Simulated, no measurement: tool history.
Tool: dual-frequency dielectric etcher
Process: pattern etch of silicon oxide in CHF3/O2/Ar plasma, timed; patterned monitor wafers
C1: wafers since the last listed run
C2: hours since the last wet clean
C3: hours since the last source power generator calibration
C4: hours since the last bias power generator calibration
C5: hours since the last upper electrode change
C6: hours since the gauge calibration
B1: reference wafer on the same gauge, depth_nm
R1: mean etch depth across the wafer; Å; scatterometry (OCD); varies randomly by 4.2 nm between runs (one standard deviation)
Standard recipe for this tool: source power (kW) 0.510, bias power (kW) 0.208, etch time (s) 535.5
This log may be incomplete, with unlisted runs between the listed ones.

{"run": 1, "day": 0.0, "source power (kW)": 0.51, "bias power (kW)": 0.208, "etch time (s)": 641.5, "C1": 0, "C2": 595.0, "C3": 2047.0, "C4": 1468.6, "C5": 3448.4, "C6": 1040.9, "B1": 1026.6, "R1": 11503}
{"day": 2.588, "done": "wet clean of the chamber"}
{"run": 2, "day": 3.675, "source power (kW)": 0.51, "bias power (kW)": 0.208, "etch time (s)": 641.5, "C1": 140, "C2": 26.1, "C3": 2135.2, "C4": 1556.8, "C5": 3536.6, "C6": 1129.1, "B1": 1023.3, "R1": 11618}
{"run": 3, "day": 6.554, "source power (kW)": 0.44, "bias power (kW)": 0.208, "etch time (s)": 535.5, "C1": 151, "C2": 95.2, "C3": 2204.3, "C4": 1625.9, "C5": 3605.7, "C6": 1198.2, "B1": 1025.2, "R1": 9391}
{"run": 4, "day": 10.488, "source power (kW)": 0.51, "bias power (kW)": 0.208, "etch time (s)": 535.5, "C1": 206, "C2": 189.6, "C3": 2298.7, "C4": 1720.3, "C5": 3700.1, "C6": 1292.6, "B1": 1022.4, "R1": 9648}
{"run": 5, "day": 12.642, "source power (kW)": 0.51, "bias power (kW)": 0.208, "etch time (s)": 535.5, "C1": 113, "C2": 241.3, "C3": 2350.4, "C4": 1772.0, "C5": 3751.8, "C6": 1344.3, "B1": 1027.3, "R1": 9598}
{"run": 6, "day": 14.85, "source power (kW)": 0.51, "bias power (kW)": 0.208, "etch time (s)": 535.5, "C1": 116, "C2": 294.3, "C3": 2403.4, "C4": 1825.0, "C5": 3804.8, "C6": 1397.3, "B1": 1025.3, "R1": 9696}
{"day": 17.192, "done": "gauge calibrated"}
{"run": 7, "day": 21.488, "source power (kW)": 0.51, "bias power (kW)": 0.208, "etch time (s)": 535.5, "C1": 349, "C2": 453.6, "C3": 2562.7, "C4": 1984.3, "C5": 3964.1, "C6": 103.1, "B1": 1008.0, "R1": 9534}
{"run": 8, "day": 24.679, "source power (kW)": 0.51, "bias power (kW)": 0.208, "etch time (s)": 535.5, "C1": 167, "C2": 530.2, "C3": 2639.3, "C4": 2060.9, "C5": 4040.7, "C6": 179.7, "B1": 1010.8, "R1": 9515}
{"day": 25.742, "done": "source power generator calibrated"}
{"day": 26.0, "done": "wet clean of the chamber"}
{"run": 9, "day": 27.233, "source power (kW)": 0.47, "bias power (kW)": 0.208, "etch time (s)": 446.0, "C1": 112, "C2": 29.6, "C3": 35.8, "C4": 2122.2, "C5": 4102.0, "C6": 241.0, "B1": 1011.8, "R1": 7766}
{"day": 29.138, "done": "bias power generator calibrated"}
{"run": 10, "day": 30.208, "source power (kW)": 0.51, "bias power (kW)": 0.208, "etch time (s)": 535.5, "C1": 147, "C2": 101.0, "C3": 107.2, "C4": 25.7, "C5": 4173.4, "C6": 312.4, "B1": 1014.0, "R1": 9507}
{"day": 32.983, "done": "upper electrode replaced"}
{"run": 11, "day": 33.004, "source power (kW)": 0.38, "bias power (kW)": 0.238, "etch time (s)": 391.0, "C1": 94, "C2": 168.1, "C3": 174.3, "C4": 92.8, "C5": 0.5, "C6": 379.5, "B1": 1016.3, "R1": 7030}
{"run": 12, "day": 36.225, "source power (kW)": 0.47, "bias power (kW)": 0.208, "etch time (s)": 446.0, "C1": 169, "C2": 245.4, "C3": 251.6, "C4": 170.1, "C5": 77.8, "C6": 456.8, "B1": 1017.8, "R1": 7916}
{"run": 13, "day": 40.192, "source power (kW)": 0.57, "bias power (kW)": 0.208, "etch time (s)": 403.5, "C1": 208, "C2": 340.6, "C3": 346.8, "C4": 265.3, "C5": 173.0, "C6": 552.0, "B1": 1019.9, "R1": 7418}
{"run": 14, "day": 44.117, "source power (kW)": 0.51, "bias power (kW)": 0.223, "etch time (s)": 535.5, "C1": 206, "C2": 434.8, "C3": 441.0, "C4": 359.5, "C5": 267.2, "C6": 646.2, "B1": 1019.8, "R1": 9885}
{"day": 46.571, "done": "wet clean of the chamber"}
{"run": 15, "day": 46.821, "source power (kW)": 0.59, "bias power (kW)": 0.194, "etch time (s)": 415.0, "C1": 89, "C2": 6.0, "C3": 505.9, "C4": 424.4, "C5": 332.1, "C6": 711.1, "B1": 1018.4, "R1": 7428}
{"run": 16, "day": 49.342, "source power (kW)": 0.51, "bias power (kW)": 0.171, "etch time (s)": 442.0, "C1": 132, "C2": 66.5, "C3": 566.4, "C4": 484.9, "C5": 392.6, "C6": 771.6, "B1": 1019.9, "R1": 7285}

Alternative continuations, all from the tool just after run 16; predict every row:
{"run": "A", "day": 49.367, "source power (kW)": 0.51, "bias power (kW)": 0.208, "etch time (s)": 535.5, "C1": 1, "C2": 67.1, "C3": 567.0, "C4": 485.5, "C5": 393.2, "C6": 772.2, "B1": "?", "R1": "?"}
{"run": "B", "day": 49.367, "source power (kW)": 0.59, "bias power (kW)": 0.208, "etch time (s)": 535.5, "C1": 1, "C2": 67.1, "C3": 567.0, "C4": 485.5, "C5": 393.2, "C6": 772.2, "B1": "?", "R1": "?"}
{"run": "C", "day": 49.367, "source power (kW)": 0.51, "bias power (kW)": 0.259, "etch time (s)": 464.0, "C1": 1, "C2": 67.1, "C3": 567.0, "C4": 485.5, "C5": 393.2, "C6": 772.2, "B1": "?", "R1": "?"}
{"run": "D", "day": 49.367, "source power (kW)": 0.61, "bias power (kW)": 0.249, "etch time (s)": 410.5, "C1": 1, "C2": 67.1, "C3": 567.0, "C4": 485.5, "C5": 393.2, "C6": 772.2, "B1": "?", "R1": "?"}
{"run": "E", "day": 49.367, "source power (kW)": 0.54, "bias power (kW)": 0.208, "etch time (s)": 535.5, "C1": 1, "C2": 67.1, "C3": 567.0, "C4": 485.5, "C5": 393.2, "C6": 772.2, "B1": "?", "R1": "?"}

run=A B1=1020.4 R1=9574
run=B B1=1020.4 R1=9851
run=C B1=1020.4 R1=9064
run=D B1=1020.4 R1=8173
run=E B1=1020.4 R1=9679
The same runs, with their run-to-run variation unchanged, on a tool lacking any hidden condition would have given:
run=A R1=9442
run=B R1=9715
run=C R1=8939
run=D R1=8060
run=E R1=9546
